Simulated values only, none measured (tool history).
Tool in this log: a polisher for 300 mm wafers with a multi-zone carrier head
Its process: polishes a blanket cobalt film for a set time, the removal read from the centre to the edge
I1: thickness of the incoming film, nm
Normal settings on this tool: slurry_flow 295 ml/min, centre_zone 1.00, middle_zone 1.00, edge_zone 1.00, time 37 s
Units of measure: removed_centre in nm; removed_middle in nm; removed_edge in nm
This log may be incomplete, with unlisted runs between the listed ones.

{"run": 1, "hour": 0.0, "slurry_flow": 315, "centre_zone": 1.0, "middle_zone": 0.92, "edge_zone": 1.0, "time": 37, "I1": 610.9, "removed_centre": 234.6, "removed_middle": 226.7, "removed_edge": 237.0}
{"hour": 15.3, "done": "worn pad replaced by a new one"}
{"run": 2, "hour": 15.8, "slurry_flow": 315, "centre_zone": 1.0, "middle_zone": 0.92, "edge_zone": 1.0, "time": 37, "I1": 614.3, "removed_centre": 250.6, "removed_middle": 239.5, "removed_edge": 249.2}
{"run": 3, "hour": 18.4, "slurry_flow": 315, "centre_zone": 1.0, "middle_zone": 0.92, "edge_zone": 1.0, "time": 37, "I1": 622.3, "removed_centre": 245.8, "removed_middle": 231.5, "removed_edge": 245.0}
{"run": 4, "hour": 28.3, "slurry_flow": 295, "centre_zone": 1.0, "middle_zone": 0.93, "edge_zone": 1.0, "time": 37, "I1": 609.0, "removed_centre": 236.5, "removed_middle": 227.7, "removed_edge": 237.2}
{"run": 5, "hour": 42.0, "slurry_flow": 295, "centre_zone": 1.0, "middle_zone": 1.0, "edge_zone": 1.0, "time": 37, "I1": 628.6, "removed_centre": 229.7, "removed_middle": 242.9, "removed_edge": 232.6}
{"hour": 52.5, "done": "worn pad replaced by a new one"}
{"run": 6, "hour": 53.0, "slurry_flow": 295, "centre_zone": 1.09, "middle_zone": 0.94, "edge_zone": 1.0, "time": 37, "I1": 612.8, "removed_centre": 269.3, "removed_middle": 243.1, "removed_edge": 246.7}
{"run": 7, "hour": 69.8, "slurry_flow": 295, "centre_zone": 1.09, "middle_zone": 0.94, "edge_zone": 1.0, "time": 37, "I1": 620.1, "removed_centre": 254.0, "removed_middle": 226.3, "removed_edge": 238.7}
{"hour": 75.2, "done": "centre zone pressure recalibrated"}
{"hour": 87.0, "done": "worn pad replaced by a new one"}
{"run": 8, "hour": 87.5, "slurry_flow": 295, "centre_zone": 1.11, "middle_zone": 1.04, "edge_zone": 1.0, "time": 37, "I1": 611.1, "removed_centre": 268.9, "removed_middle": 263.8, "removed_edge": 248.3}
{"hour": 96.9, "done": "edge zone pressure recalibrated"}
{"hour": 102.3, "done": "carrier head's membrane replaced by a new one"}
{"run": 9, "hour": 102.8, "slurry_flow": 200, "centre_zone": 0.92, "middle_zone": 1.0, "edge_zone": 1.08, "time": 26, "I1": 611.0, "removed_centre": 143.1, "removed_middle": 160.6, "removed_edge": 165.2}
{"run": 10, "hour": 114.8, "slurry_flow": 295, "centre_zone": 1.0, "middle_zone": 1.0, "edge_zone": 1.0, "time": 43, "I1": 620.8, "removed_centre": 280.4, "removed_middle": 276.1, "removed_edge": 268.1}
{"hour": 119.2, "done": "slurry nozzle cleaned"}
{"hour": 125.4, "done": "worn pad replaced by a new one"}
{"run": 11, "hour": 126.9, "slurry_flow": 385, "centre_zone": 1.11, "middle_zone": 1.1, "edge_zone": 1.0, "time": 42, "I1": 631.6, "removed_centre": 311.8, "removed_middle": 316.1, "removed_edge": 286.1}
{"run": 12, "hour": 141.2, "slurry_flow": 350, "centre_zone": 1.0, "middle_zone": 1.0, "edge_zone": 0.92, "time": 37, "I1": 614.5, "removed_centre": 240.4, "removed_middle": 248.9, "removed_edge": 229.2}
{"run": 13, "hour": 156.0, "slurry_flow": 220, "centre_zone": 1.05, "middle_zone": 1.0, "edge_zone": 1.08, "time": 26, "I1": 617.6, "removed_centre": 165.7, "removed_middle": 161.6, "removed_edge": 165.0}
{"hour": 165.5, "done": "worn pad replaced by a new one"}
{"run": 14, "hour": 166.0, "slurry_flow": 245, "centre_zone": 1.0, "middle_zone": 1.09, "edge_zone": 1.05, "time": 42, "I1": 630.7, "removed_centre": 275.0, "removed_middle": 302.7, "removed_edge": 277.3}
{"run": 15, "hour": 176.9, "slurry_flow": 295, "centre_zone": 1.0, "middle_zone": 1.0, "edge_zone": 1.0, "time": 37, "I1": 626.1, "removed_centre": 238.8, "removed_middle": 243.7, "removed_edge": 237.0}

Below are 4 alternative next runs, each starting from the tool's condition after run 15. Predict each:
{"run": "A", "hour": 177.3, "slurry_flow": 295, "centre_zone": 1.0, "middle_zone": 1.0, "edge_zone": 0.89, "time": 37, "I1": 616.5, "removed_centre": "?", "removed_middle": "?", "removed_edge": "?"}
{"run": "B", "hour": 177.3, "slurry_flow": 330, "centre_zone": 1.0, "middle_zone": 1.0, "edge_zone": 1.04, "time": 48, "I1": 616.5, "removed_centre": "?", "removed_middle": "?", "removed_edge": "?"}
{"run": "C", "hour": 177.3, "slurry_flow": 295, "centre_zone": 1.0, "middle_zone": 1.0, "edge_zone": 1.09, "time": 37, "I1": 616.5, "removed_centre": "?", "removed_middle": "?", "removed_edge": "?"}
{"run": "D", "hour": 177.3, "slurry_flow": 295, "centre_zone": 1.0, "middle_zone": 1.0, "edge_zone": 1.05, "time": 37, "I1": 616.5, "removed_centre": "?", "removed_middle": "?", "removed_edge": "?"}

run=A removed_centre=236.7 removed_middle=242.9 removed_edge=223.1
run=B removed_centre=310.9 removed_middle=318.7 removed_edge=314.3
run=C removed_centre=236.7 removed_middle=242.9 removed_edge=245.8
run=D removed_centre=236.7 removed_middle=242.9 removed_edge=241.3
The same runs, with their run-to-run variation unchanged, on a tool lacking any hidden condition would have given:
run=A removed_centre=248.1 removed_middle=254.7 removed_edge=233.8
run=B removed_centre=325.9 removed_middle=334.1 removed_edge=329.4
run=C removed_centre=248.1 removed_middle=254.6 removed_edge=257.7
run=D removed_centre=248.1 removed_middle=254.6 removed_edge=252.9

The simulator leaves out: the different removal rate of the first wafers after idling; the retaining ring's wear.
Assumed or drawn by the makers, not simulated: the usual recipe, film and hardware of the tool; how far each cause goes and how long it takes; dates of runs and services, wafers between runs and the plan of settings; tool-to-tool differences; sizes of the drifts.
